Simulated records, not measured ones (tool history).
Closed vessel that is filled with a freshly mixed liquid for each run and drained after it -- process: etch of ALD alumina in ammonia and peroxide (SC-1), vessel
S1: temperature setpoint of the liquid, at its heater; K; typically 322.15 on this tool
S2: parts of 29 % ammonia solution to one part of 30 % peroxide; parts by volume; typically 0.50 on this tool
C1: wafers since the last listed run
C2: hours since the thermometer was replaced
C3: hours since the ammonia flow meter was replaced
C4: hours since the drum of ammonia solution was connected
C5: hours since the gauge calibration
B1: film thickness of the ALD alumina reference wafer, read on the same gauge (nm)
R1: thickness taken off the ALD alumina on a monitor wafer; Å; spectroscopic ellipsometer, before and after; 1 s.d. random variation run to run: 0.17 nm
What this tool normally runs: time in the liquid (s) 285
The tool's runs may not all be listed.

Run 1, day 0.000: usual settings; C1 0; C2 1394.6; C3 475.8; C4 167.7; C5 1159.5; B1 60.00. Result: R1 202.3 Å.
At day 1.171: gauge calibrated.
At day 2.621: thermometer replaced.
Run 2, day 3.367: usual settings; C1 5733; C2 17.9; C3 556.6; C4 248.5; C5 52.7; B1 60.00. Result: R1 182.6 Å.
Run 3, day 5.800: usual settings; C1 4195; C2 76.3; C3 615.0; C4 306.9; C5 111.1; B1 59.99. Result: R1 187.6 Å.
Run 4, day 8.046: usual settings; C1 3872; C2 130.2; C3 668.9; C4 360.8; C5 165.0; B1 60.01. Result: R1 186.5 Å.
Run 5, day 10.583: usual settings; C1 4375; C2 191.1; C3 729.8; C4 421.7; C5 225.9; B1 60.00. Result: R1 184.7 Å.
At day 14.229: ammonia flow meter replaced.
At day 15.712: new drum of ammonia solution connected.
Run 6, day 17.467: usual settings; C1 11725; C2 356.3; C3 77.7; C4 42.1; C5 391.1; B1 60.00. Result: R1 189.0 Å.
Run 7, day 19.896: usual settings; C1 4188; C2 414.6; C3 136.0; C4 100.4; C5 449.4; B1 60.02. Result: R1 189.2 Å.
Run 8, day 22.012: usual settings; C1 3649; C2 465.4; C3 186.8; C4 151.2; C5 500.2; B1 60.01. Result: R1 188.6 Å.
Run 9, day 25.212: usual settings; C1 5517; C2 542.2; C3 263.6; C4 228.0; C5 577.0; B1 60.00. Result: R1 192.1 Å.
Run 10, day 27.242: usual settings but S2 0.40 parts by volume; C1 3499; C2 590.9; C3 312.3; C4 276.7; C5 625.7; B1 60.01. Result: R1 187.7 Å.
Run 11, day 31.450: usual settings but S2 0.40 parts by volume; C1 7256; C2 691.9; C3 413.3; C4 377.7; C5 726.7; B1 60.01. Result: R1 185.5 Å.
Run 12, day 33.679: usual settings but S2 0.40 parts by volume; C1 3843; C2 745.4; C3 466.8; C4 431.2; C5 780.2; B1 60.01. Result: R1 192.2 Å.
At day 34.033: new drum of ammonia solution connected.
Run 13, day 36.342: usual settings but S1 318.65 K, time in the liquid (s) 155; C1 4519; C2 809.3; C3 530.7; C4 55.4; C5 844.1; B1 59.99. Result: R1 88.4 Å.
Run 14, day 39.300: usual settings; C1 5101; C2 880.3; C3 601.7; C4 126.4; C5 915.1; B1 60.00. Result: R1 195.8 Å.
At day 39.529: gauge calibrated.
Run 15, day 41.975: usual settings but S1 328.65 K, time in the liquid (s) 150; C1 4612; C2 944.5; C3 665.9; C4 190.6; C5 58.7; B1 60.01. Result: R1 146.5 Å.
Run 16, day 45.967: usual settings; C1 6883; C2 1040.3; C3 761.7; C4 286.4; C5 154.5; B1 60.00. Result: R1 198.0 Å.
At day 47.579: ammonia flow meter replaced.
Run 17, day 50.388: usual settings but S2 0.60 parts by volume, time in the liquid (s) 165; C1 7551; C2 1146.4; C3 67.4; C4 392.5; C5 260.6; B1 60.01. Result: R1 118.0 Å.
Run 18, day 52.883: usual settings but S1 331.65 K, time in the liquid (s) 140; C1 4303; C2 1206.3; C3 127.3; C4 452.4; C5 320.5; B1 60.00. Result: R1 162.0 Å.
Run 19, day 54.546: usual settings but S1 316.15 K, S2 0.25 parts by volume, time in the liquid (s) 345; C1 2866; C2 1246.2; C3 167.2; C4 492.3; C5 360.4; B1 59.99. Result: R1 164.3 Å.
At day 54.592: thermometer replaced.
Run 20, day 56.192: usual settings but S1 316.65 K, S2 0.75 parts by volume, time in the liquid (s) 220; C1 2766; C2 38.4; C3 206.7; C4 531.8; C5 399.9; B1 60.02. Result: R1 108.1 Å.
At day 56.888: new drum of ammonia solution connected.
Run 21, day 60.612: usual settings; C1 7551; C2 144.5; C3 312.8; C4 89.4; C5 506.0; B1 60.03. Result: R1 188.0 Å.
Run 22, day 62.788: usual settings but S2 0.30 parts by volume; C1 3750; C2 196.7; C3 365.0; C4 141.6; C5 558.2; B1 59.99. Result: R1 180.5 Å.
Run 23, day 69.692: usual settings but S1 316.65 K, S2 0.75 parts by volume, time in the liquid (s) 220; C1 11905; C2 362.4; C3 530.7; C4 307.3; C5 723.9; B1 60.00. Result: R1 114.6 Å.
Run 24, day 73.846: usual settings but time in the liquid (s) 240; C1 7163; C2 462.1; C3 630.4; C4 407.0; C5 823.6; B1 60.00. Result: R1 162.7 Å.
At day 74.442: new drum of ammonia solution connected.
At day 74.921: ammonia flow meter replaced.
Run 25, day 75.546: usual settings but S1 329.15 K, S2 0.35 parts by volume, time in the liquid (s) 180; C1 2787; C2 502.9; C3 15.0; C4 26.5; C5 864.4; B1 59.99. Result: R1 169.0 Å.

Branching from run 25: 3 alternative next runs. What would each branch give?
Run A, day 75.575: usual settings but S1 319.65 K; C1 50; C2 503.6; C3 15.7; C4 27.2; C5 865.1; B1 ?. Result: R1 ?.
Run B, day 75.575: usual settings but S1 324.65 K, time in the liquid (s) 215; C1 50; C2 503.6; C3 15.7; C4 27.2; C5 865.1; B1 ?. Result: R1 ?.
Run C, day 75.575: usual settings but S1 331.15 K, S2 0.70 parts by volume, time in the liquid (s) 345; C1 50; C2 503.6; C3 15.7; C4 27.2; C5 865.1; B1 ?. Result: R1 ?.

run     B1     R1
  A  59.99  168.6
  B  59.99  167.4
  C  59.99  390.8
Without the tool's hidden state the same runs would have given:
run     R1
  A  158.2
  B  157.4
  C  368.4
